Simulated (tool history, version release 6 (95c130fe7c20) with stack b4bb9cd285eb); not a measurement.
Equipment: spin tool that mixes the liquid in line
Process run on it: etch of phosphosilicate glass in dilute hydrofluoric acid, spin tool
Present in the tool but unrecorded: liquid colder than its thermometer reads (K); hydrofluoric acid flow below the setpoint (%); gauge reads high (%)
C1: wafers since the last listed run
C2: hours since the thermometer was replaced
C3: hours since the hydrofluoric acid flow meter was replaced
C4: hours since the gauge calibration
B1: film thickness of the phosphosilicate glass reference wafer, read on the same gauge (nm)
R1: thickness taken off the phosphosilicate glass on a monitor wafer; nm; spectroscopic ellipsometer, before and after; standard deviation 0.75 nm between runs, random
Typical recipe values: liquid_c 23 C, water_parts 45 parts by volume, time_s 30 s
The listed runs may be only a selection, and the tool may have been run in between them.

{"run": 1, "hour": 0.0, "liquid_c": 23, "water_parts": 45, "time_s": 15, "C1": 0, "C2": 770, "C3": 677.2, "C4": 303.8, "B1": 139.98, "R1": 38.59}
{"run": 2, "hour": 7.6, "liquid_c": 19.5, "water_parts": 45, "time_s": 30, "C1": 148, "C2": 777.6, "C3": 684.8, "C4": 311.4, "B1": 140.01, "R1": 66.91}
{"run": 3, "hour": 22.8, "liquid_c": 19.5, "water_parts": 45, "time_s": 30, "C1": 296, "C2": 792.8, "C3": 700, "C4": 326.6, "B1": 140.01, "R1": 67.67}
{"run": 4, "hour": 38.9, "liquid_c": 19.5, "water_parts": 45, "time_s": 30, "C1": 313, "C2": 808.9, "C3": 716.1, "C4": 342.7, "B1": 140, "R1": 67.16}
{"run": 5, "hour": 51.7, "liquid_c": 23, "water_parts": 45, "time_s": 30, "C1": 249, "C2": 821.7, "C3": 728.9, "C4": 355.5, "B1": 139.99, "R1": 77.65}
{"run": 6, "hour": 62.9, "liquid_c": 21, "water_parts": 45, "time_s": 30, "C1": 218, "C2": 832.9, "C3": 740.1, "C4": 366.7, "B1": 139.93, "R1": 70.55}
{"run": 7, "hour": 77.6, "liquid_c": 21, "water_parts": 45, "time_s": 30, "C1": 286, "C2": 847.6, "C3": 754.8, "C4": 381.4, "B1": 140.02, "R1": 70.36}
{"run": 8, "hour": 85.0, "liquid_c": 23, "water_parts": 45, "time_s": 30, "C1": 144, "C2": 855, "C3": 762.2, "C4": 388.8, "B1": 140, "R1": 76.58}
{"run": 9, "hour": 98.6, "liquid_c": 23, "water_parts": 45, "time_s": 30, "C1": 264, "C2": 868.6, "C3": 775.8, "C4": 402.4, "B1": 140.03, "R1": 77.3}
{"run": 10, "hour": 104.9, "liquid_c": 23, "water_parts": 45, "time_s": 30, "C1": 122, "C2": 874.9, "C3": 782.1, "C4": 408.7, "B1": 140.01, "R1": 77.04}
{"run": 11, "hour": 111.3, "liquid_c": 23, "water_parts": 45, "time_s": 30, "C1": 124, "C2": 881.3, "C3": 788.5, "C4": 415.1, "B1": 140, "R1": 75.94}
{"hour": 113.9, "done": "hydrofluoric acid flow meter replaced"}
{"run": 12, "hour": 126.1, "liquid_c": 23, "water_parts": 45, "time_s": 30, "C1": 268, "C2": 896.1, "C3": 12.2, "C4": 429.9, "B1": 140.01, "R1": 86.85}
{"hour": 127.5, "done": "thermometer replaced"}
{"hour": 127.7, "done": "gauge calibrated"}
{"run": 13, "hour": 141.1, "liquid_c": 23, "water_parts": 45, "time_s": 30, "C1": 272, "C2": 13.6, "C3": 27.2, "C4": 13.4, "B1": 140.02, "R1": 85.76}
{"run": 14, "hour": 153.4, "liquid_c": 23, "water_parts": 60, "time_s": 30, "C1": 239, "C2": 25.9, "C3": 39.5, "C4": 25.7, "B1": 140.02, "R1": 63.65}
{"run": 15, "hour": 168.3, "liquid_c": 23, "water_parts": 60, "time_s": 30, "C1": 290, "C2": 40.8, "C3": 54.4, "C4": 40.6, "B1": 140.02, "R1": 61.84}
{"run": 16, "hour": 182.3, "liquid_c": 23, "water_parts": 45, "time_s": 30, "C1": 272, "C2": 54.8, "C3": 68.4, "C4": 54.6, "B1": 140.03, "R1": 85.2}
{"run": 17, "hour": 195.2, "liquid_c": 21, "water_parts": 25, "time_s": 45, "C1": 251, "C2": 67.7, "C3": 81.3, "C4": 67.5, "B1": 140.01, "R1": 219.79}
{"run": 18, "hour": 205.8, "liquid_c": 23, "water_parts": 45, "time_s": 20, "C1": 206, "C2": 78.3, "C3": 91.9, "C4": 78.1, "B1": 139.99, "R1": 57.13}

Run 19 comes next. What will it give?
{"run": 19, "hour": 212.0, "liquid_c": 23, "water_parts": 45, "time_s": 30, "C1": 120, "C2": 84.5, "C3": 98.1, "C4": 84.3, "B1": "?", "R1": "?"}

Run 19 yielded B1 140.02, R1 84.72 nm.
Were there no unlogged condition in the tool, this run, its random variation unchanged, would have produced R1 87.05 nm.
